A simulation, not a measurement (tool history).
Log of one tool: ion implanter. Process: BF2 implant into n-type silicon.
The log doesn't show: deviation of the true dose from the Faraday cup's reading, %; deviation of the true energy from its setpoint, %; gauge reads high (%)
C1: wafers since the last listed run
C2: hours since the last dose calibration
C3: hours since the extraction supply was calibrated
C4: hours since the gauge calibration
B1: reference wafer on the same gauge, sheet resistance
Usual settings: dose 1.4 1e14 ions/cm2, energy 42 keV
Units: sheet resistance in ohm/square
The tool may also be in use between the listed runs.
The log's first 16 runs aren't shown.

{"day": 21.779, "done": "gauge calibrated"}
{"run": 17, "day": 23.425, "dose": 1.4, "energy": 51, "C1": 2792, "C2": 164.6, "C3": 181.5, "C4": 39.5, "B1": 756.21, "sheet resistance": 664.3}
{"run": 18, "day": 24.45, "dose": 1.13, "energy": 42, "C1": 646, "C2": 189.2, "C3": 206.1, "C4": 64.1, "B1": 755.82, "sheet resistance": 793.89}
{"run": 19, "day": 26.862, "dose": 1.4, "energy": 42, "C1": 1522, "C2": 247.1, "C3": 264, "C4": 122, "B1": 756.07, "sheet resistance": 677.25}
{"run": 20, "day": 28.133, "dose": 1.4, "energy": 42, "C1": 802, "C2": 277.6, "C3": 294.5, "C4": 152.5, "B1": 755.8, "sheet resistance": 682.28}
{"run": 21, "day": 29.058, "dose": 1.4, "energy": 42, "C1": 583, "C2": 299.8, "C3": 316.7, "C4": 174.7, "B1": 755.74, "sheet resistance": 673.97}
{"run": 22, "day": 30.204, "dose": 1.01, "energy": 50, "C1": 723, "C2": 327.3, "C3": 344.2, "C4": 202.2, "B1": 756.23, "sheet resistance": 839.95}
{"run": 23, "day": 31.358, "dose": 1.4, "energy": 42, "C1": 728, "C2": 355, "C3": 371.9, "C4": 229.9, "B1": 755.51, "sheet resistance": 675.71}
{"run": 24, "day": 32.633, "dose": 1.23, "energy": 33.5, "C1": 804, "C2": 385.6, "C3": 402.5, "C4": 260.5, "B1": 756.6, "sheet resistance": 771.44}
{"run": 25, "day": 33.55, "dose": 1.2, "energy": 54, "C1": 578, "C2": 407.6, "C3": 424.5, "C4": 282.5, "B1": 757.07, "sheet resistance": 731}
{"run": 26, "day": 34.717, "dose": 1.08, "energy": 29, "C1": 736, "C2": 435.6, "C3": 452.5, "C4": 310.5, "B1": 755.21, "sheet resistance": 874.16}
{"run": 27, "day": 35.546, "dose": 1.72, "energy": 47, "C1": 523, "C2": 455.5, "C3": 472.4, "C4": 330.4, "B1": 755.98, "sheet resistance": 569.2}
{"run": 28, "day": 36.529, "dose": 1.14, "energy": 50, "C1": 620, "C2": 479.1, "C3": 496, "C4": 354, "B1": 756.61, "sheet resistance": 766.27}
{"run": 29, "day": 37.171, "dose": 1.4, "energy": 42, "C1": 404, "C2": 494.5, "C3": 511.4, "C4": 369.4, "B1": 755.37, "sheet resistance": 670.21}
{"run": 30, "day": 38.592, "dose": 1.53, "energy": 56, "C1": 896, "C2": 528.6, "C3": 545.5, "C4": 403.5, "B1": 756.06, "sheet resistance": 607.85}
{"run": 31, "day": 39.929, "dose": 1.77, "energy": 47, "C1": 844, "C2": 560.7, "C3": 577.6, "C4": 435.6, "B1": 755.56, "sheet resistance": 556.85}
{"run": 32, "day": 41.312, "dose": 1.68, "energy": 51, "C1": 873, "C2": 593.9, "C3": 610.8, "C4": 468.8, "B1": 756.24, "sheet resistance": 575.7}
{"run": 33, "day": 41.842, "dose": 1.28, "energy": 28.5, "C1": 333, "C2": 606.6, "C3": 623.5, "C4": 481.5, "B1": 755.55, "sheet resistance": 756.85}
{"run": 34, "day": 42.621, "dose": 1.81, "energy": 30, "C1": 491, "C2": 625.3, "C3": 642.2, "C4": 500.2, "B1": 756.07, "sheet resistance": 568.41}
{"run": 35, "day": 43.729, "dose": 1.4, "energy": 42, "C1": 699, "C2": 651.9, "C3": 668.8, "C4": 526.8, "B1": 755.8, "sheet resistance": 669.35}
{"run": 36, "day": 44.362, "dose": 1.4, "energy": 42, "C1": 399, "C2": 667.1, "C3": 684, "C4": 542, "B1": 755.85, "sheet resistance": 670}

4 ways to go on from here, each from the tool as it stands after run 36. What would each give?
{"run": "A", "day": 44.379, "dose": 1.4, "energy": 35, "C1": 10, "C2": 667.5, "C3": 684.4, "C4": 542.4, "B1": "?", "sheet resistance": "?"}
{"run": "B", "day": 44.379, "dose": 1.75, "energy": 27.5, "C1": 10, "C2": 667.5, "C3": 684.4, "C4": 542.4, "B1": "?", "sheet resistance": "?"}
{"run": "C", "day": 44.379, "dose": 1.75, "energy": 56.5, "C1": 10, "C2": 667.5, "C3": 684.4, "C4": 542.4, "B1": "?", "sheet resistance": "?"}
{"run": "D", "day": 44.379, "dose": 1.08, "energy": 46, "C1": 10, "C2": 667.5, "C3": 684.4, "C4": 542.4, "B1": "?", "sheet resistance": "?"}

run=A B1=755.66 sheet_resistance=683.78
run=B B1=755.66 sheet_resistance=588.49
run=C B1=755.66 sheet_resistance=548.23
run=D B1=755.66 sheet_resistance=798.38
Without the tool's hidden state the same runs would have given:
run=A sheet_resistance=702.58
run=B sheet_resistance=605.92
run=C sheet_resistance=562.81
run=D sheet_resistance=819.94

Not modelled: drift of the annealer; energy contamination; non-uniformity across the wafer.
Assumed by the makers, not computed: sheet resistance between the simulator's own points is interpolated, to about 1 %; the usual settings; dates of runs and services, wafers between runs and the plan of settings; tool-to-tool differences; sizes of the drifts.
